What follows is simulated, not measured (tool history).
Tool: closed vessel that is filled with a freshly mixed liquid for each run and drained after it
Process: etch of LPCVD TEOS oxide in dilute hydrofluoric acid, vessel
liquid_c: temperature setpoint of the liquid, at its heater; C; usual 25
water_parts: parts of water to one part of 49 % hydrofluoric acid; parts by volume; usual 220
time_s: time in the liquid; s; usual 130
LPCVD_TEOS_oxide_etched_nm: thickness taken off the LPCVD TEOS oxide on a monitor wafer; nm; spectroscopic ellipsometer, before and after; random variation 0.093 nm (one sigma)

run,hour,liquid_c,water_parts,time_s,"read-back film thickness of the LPCVD TEOS oxide reference wafer, read on the same gauge (nm)",LPCVD_TEOS_oxide_etched_nm
1,0,25,220,130,100,19.01
2,12.8,25,220,130,99.97,19.13
3,38.7,25,170,130,99.99,26
# hour 48.6: gauge calibrated
4,64.6,25,170,130,100.01,26.33
5,96.3,25,220,70,100.02,10.39
6,149.5,25,220,70,100.03,10.35
7,182.1,25,220,70,100,10.35
8,212.8,25,220,130,100.03,19.13
9,243.6,25,220,130,99.98,19.15
10,279.2,25,220,130,100,19.26
# hour 307.4: hydrofluoric acid flow meter replaced
11,309.8,25,220,130,100,19.34
# hour 311.6: thermometer replaced
# hour 313.9: gauge calibrated
12,340.4,20,325,75,100.03,5.47
13,374.1,20.5,220,200,100,24.2
14,407.3,25,220,130,100,18.7
15,421.5,23,220,95,99.98,12.71
16,451.3,25,145,130,100,30.56
17,467.5,25,220,75,99.98,10.7
18,480.7,28.5,135,205,100,60.41
19,511.1,28.5,220,130,100.03,21.23
20,528.3,22,220,130,100.01,16.67
21,563.8,25,220,70,100.01,10.09
22,577.1,25,220,130,99.98,18.86
# hour 578.4: gauge calibrated
23,605.8,25,265,100,100.01,11.43

Forecast each of these 5 alternatives for the next run:
A,606.5,25,315,130,?,?
B,606.5,27.5,290,205,?,?
C,606.5,27,130,190,?,?
D,606.5,21,160,130,?,?
E,606.5,25,135,130,?,?

run,"read-back film thickness of the LPCVD TEOS oxide reference wafer, read on the same gauge (nm)",LPCVD_TEOS_oxide_etched_nm
A,99.98,11.8
B,99.98,22.55
C,99.98,55.11
D,99.98,23.52
E,99.98,33.46
Without the tool's hidden state the same runs would have given:
run,LPCVD_TEOS_oxide_etched_nm
A,11.65
B,22.27
C,54.35
D,23.19
E,32.99
